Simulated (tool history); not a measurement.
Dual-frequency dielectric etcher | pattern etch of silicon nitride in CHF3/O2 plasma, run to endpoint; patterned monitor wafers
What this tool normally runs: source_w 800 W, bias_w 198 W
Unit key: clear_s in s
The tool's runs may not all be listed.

run	hour	source_w	bias_w	incoming incoming film thickness, nm	clear_s
1	0.0	660	220	78.5	46.3
2	29.5	660	220	78.3	46.0
3	66.7	800	188	78.3	47.7
4	120.0	800	198	78.0	46.0
# hour 145.9: wet clean of the chamber
5	147.5	800	198	77.7	46.5
6	191.4	800	198	78.3	46.9
7	235.8	800	198	77.8	46.3
8	278.0	800	181	79.0	49.3
9	332.9	800	181	78.2	48.4
# hour 375.4: upper electrode replaced
10	383.9	800	198	77.2	46.1
11	427.6	800	198	77.9	46.3
# hour 457.1: bias power generator calibrated
12	485.7	800	198	77.8	46.2
13	525.4	610	170	78.3	53.4
# hour 563.8: source power generator calibrated
14	629.1	730	218	78.6	45.2
15	663.1	1000	169	78.4	47.2
16	703.8	700	174	78.3	50.8
17	736.4	800	198	77.7	45.7
# hour 811.9: wet clean of the chamber
18	812.4	970	223	78.2	42.1
19	830.1	980	220	76.7	41.6
20	965.9	660	220	78.9	47.0
21	1033.3	800	198	77.5	46.1
22	1077.1	700	236	78.7	44.4
23	1172.0	800	242	78.4	42.2
24	1234.2	640	185	78.7	50.7

A few steps of clear_s between consecutive runs. Split each: what settings, incoming material and random variation would produce without the hidden state, and what is left over for the hidden state, along with gauge scatter present in only one of the two compared results (measured, and without hidden state):
What the log doesn't record here: etch rate over this chamber's usual, %; source power that arrives over what is set, %; bias power that arrives over what is set, %.
Run 4 -> 5: wet clean of the chamber. clear_s +0.5 s: hidden state +0.8, all else -0.3.
Run 13 -> 14: source_w 610 -> 730, bias_w 170 -> 218, source power generator calibrated. clear_s -8.2 s: hidden state +0.1, all else -8.3.
Run 17 -> 18: source_w 800 -> 970, bias_w 198 -> 223, wet clean of the chamber. clear_s -3.6 s: hidden state +1.0, all else -4.6.
Run 23 -> 24: source_w 800 -> 640, bias_w 242 -> 185. clear_s +8.5 s: hidden state -0.3, all else +8.8.
